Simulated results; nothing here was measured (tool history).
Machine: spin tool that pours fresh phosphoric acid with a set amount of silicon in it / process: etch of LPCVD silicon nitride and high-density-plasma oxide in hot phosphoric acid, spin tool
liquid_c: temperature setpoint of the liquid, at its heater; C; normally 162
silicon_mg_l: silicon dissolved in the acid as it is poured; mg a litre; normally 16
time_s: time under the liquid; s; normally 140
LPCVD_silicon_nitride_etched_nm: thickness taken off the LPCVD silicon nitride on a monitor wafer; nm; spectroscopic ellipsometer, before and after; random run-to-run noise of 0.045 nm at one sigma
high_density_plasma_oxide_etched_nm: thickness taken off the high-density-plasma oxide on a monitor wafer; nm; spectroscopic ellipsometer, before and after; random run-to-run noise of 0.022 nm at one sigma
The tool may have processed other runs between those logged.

| run | hour | liquid_c | silicon_mg_l | time_s | wafers since the last listed run | hours since the thermometer was replaced | hours since the dissolved silicon flow meter was replaced | hours since the heated supply line was repaired | hours since the gauge calibration | read-back film thickness of the LPCVD silicon nitride reference wafer, read on the same gauge (nm) | read-back film thickness of the high-density-plasma oxide reference wafer, read on the same gauge (nm) | LPCVD_silicon_nitride_etched_nm | high_density_plasma_oxide_etched_nm |
|---|---|---|---|---|---|---|---|---|---|---|---|---|---|
| 1 | 0 | 162 | 16 | 140 | 0 | 1126.7 | 1718.4 | 2775.7 | 458.9 | 139.98 | 149.983 | 9.99 | 0.314 |
| 2 | 15.5 | 162 | 16 | 140 | 141 | 1142.2 | 1733.9 | 2791.2 | 474.4 | 140.01 | 149.973 | 9.97 | 0.296 |
| 3 | 37 | 162 | 16 | 140 | 196 | 1163.7 | 1755.4 | 2812.7 | 495.9 | 140 | 150.007 | 9.95 | 0.307 |
|  | 59.6 | gauge calibrated |
| 4 | 61.5 | 162 | 16 | 140 | 223 | 1188.2 | 1779.9 | 2837.2 | 1.9 | 140.04 | 149.987 | 10 | 0.262 |
| 5 | 75.2 | 162 | 16 | 140 | 125 | 1201.9 | 1793.6 | 2850.9 | 15.6 | 139.99 | 149.99 | 10.04 | 0.27 |
| 6 | 93.6 | 162 | 16 | 140 | 168 | 1220.3 | 1812 | 2869.3 | 34 | 140 | 149.995 | 9.99 | 0.301 |
|  | 102 | heated supply line repaired |
| 7 | 120.3 | 162 | 16 | 140 | 234 | 1247 | 1838.7 | 18.3 | 60.7 | 140.02 | 150.003 | 10.92 | 0.371 |
|  | 130.3 | thermometer replaced |
| 8 | 182 | 162 | 10.5 | 80 | 554 | 51.7 | 1900.4 | 80 | 122.4 | 139.98 | 150.008 | 6.19 | 0.227 |
|  | 185.3 | dissolved silicon flow meter replaced |
| 9 | 208.3 | 162 | 16 | 140 | 231 | 78 | 23 | 106.3 | 148.7 | 140 | 149.98 | 10.81 | 0.355 |
| 10 | 233.7 | 160 | 16 | 215 | 232 | 103.4 | 48.4 | 131.7 | 174.1 | 139.98 | 150.011 | 15.48 | 0.379 |
| 11 | 259.2 | 162 | 29 | 180 | 233 | 128.9 | 73.9 | 157.2 | 199.6 | 139.99 | 150.015 | 13.87 | 0.312 |
| 12 | 271.2 | 159 | 22.5 | 70 | 109 | 140.9 | 85.9 | 169.2 | 211.6 | 140 | 149.979 | 4.91 | 0.112 |
| 13 | 286.1 | 159.5 | 24 | 140 | 136 | 155.8 | 100.8 | 184.1 | 226.5 | 139.98 | 149.998 | 9.91 | 0.216 |
| 14 | 321.5 | 162 | 26.5 | 205 | 323 | 191.2 | 136.2 | 219.5 | 261.9 | 140.01 | 150.008 | 15.69 | 0.326 |
| 15 | 347.5 | 161 | 23 | 160 | 237 | 217.2 | 162.2 | 245.5 | 287.9 | 139.99 | 150.008 | 11.96 | 0.27 |
| 16 | 364.9 | 162 | 16 | 100 | 159 | 234.6 | 179.6 | 262.9 | 305.3 | 140 | 150.015 | 7.69 | 0.251 |
| 17 | 382.2 | 160 | 27.5 | 140 | 158 | 251.9 | 196.9 | 280.2 | 322.6 | 140.01 | 149.969 | 10.1 | 0.212 |
| 18 | 410.9 | 162 | 16 | 140 | 262 | 280.6 | 225.6 | 308.9 | 351.3 | 140.02 | 149.998 | 10.76 | 0.31 |
| 19 | 440 | 160 | 16 | 165 | 265 | 309.7 | 254.7 | 338 | 380.4 | 139.98 | 150.017 | 11.78 | 0.316 |
| 20 | 467.1 | 162 | 16 | 140 | 247 | 336.8 | 281.8 | 365.1 | 407.5 | 139.99 | 150 | 10.76 | 0.327 |
| 21 | 491 | 164.5 | 21.5 | 140 | 218 | 360.7 | 305.7 | 389 | 431.4 | 139.99 | 150.016 | 11.71 | 0.371 |
| 22 | 514.5 | 162 | 16 | 210 | 214 | 384.2 | 329.2 | 412.5 | 454.9 | 140.02 | 150.015 | 15.98 | 0.544 |

Some steps in LPCVD_silicon_nitride_etched_nm, run to run, broken into two amounts with sign: the step expected even without the hidden condition (settings, incoming material, random variation), and the rest, left for the hidden condition together with whatever gauge scatter is not in both the measured and the hidden-condition-free result:
The tool's hidden condition here consists of: liquid hotter than its thermometer reads (K); dissolved silicon flow below the setpoint (%); temperature lost on the way to the wafer (K); gauge reads high (%).
Run 6 -> 7: heated supply line repaired. LPCVD_silicon_nitride_etched_nm +0.93 nm: hidden state +0.91, all else +0.02.
Run 11 -> 12: liquid_c 162 -> 159, silicon_mg_l 29 -> 22.5, time_s 180 -> 70. LPCVD_silicon_nitride_etched_nm -8.96 nm: hidden state +0.13, all else -9.09.
Run 13 -> 14: liquid_c 159.5 -> 162, silicon_mg_l 24 -> 26.5, time_s 140 -> 205. LPCVD_silicon_nitride_etched_nm +5.78 nm: hidden state -0.11, all else +5.89.
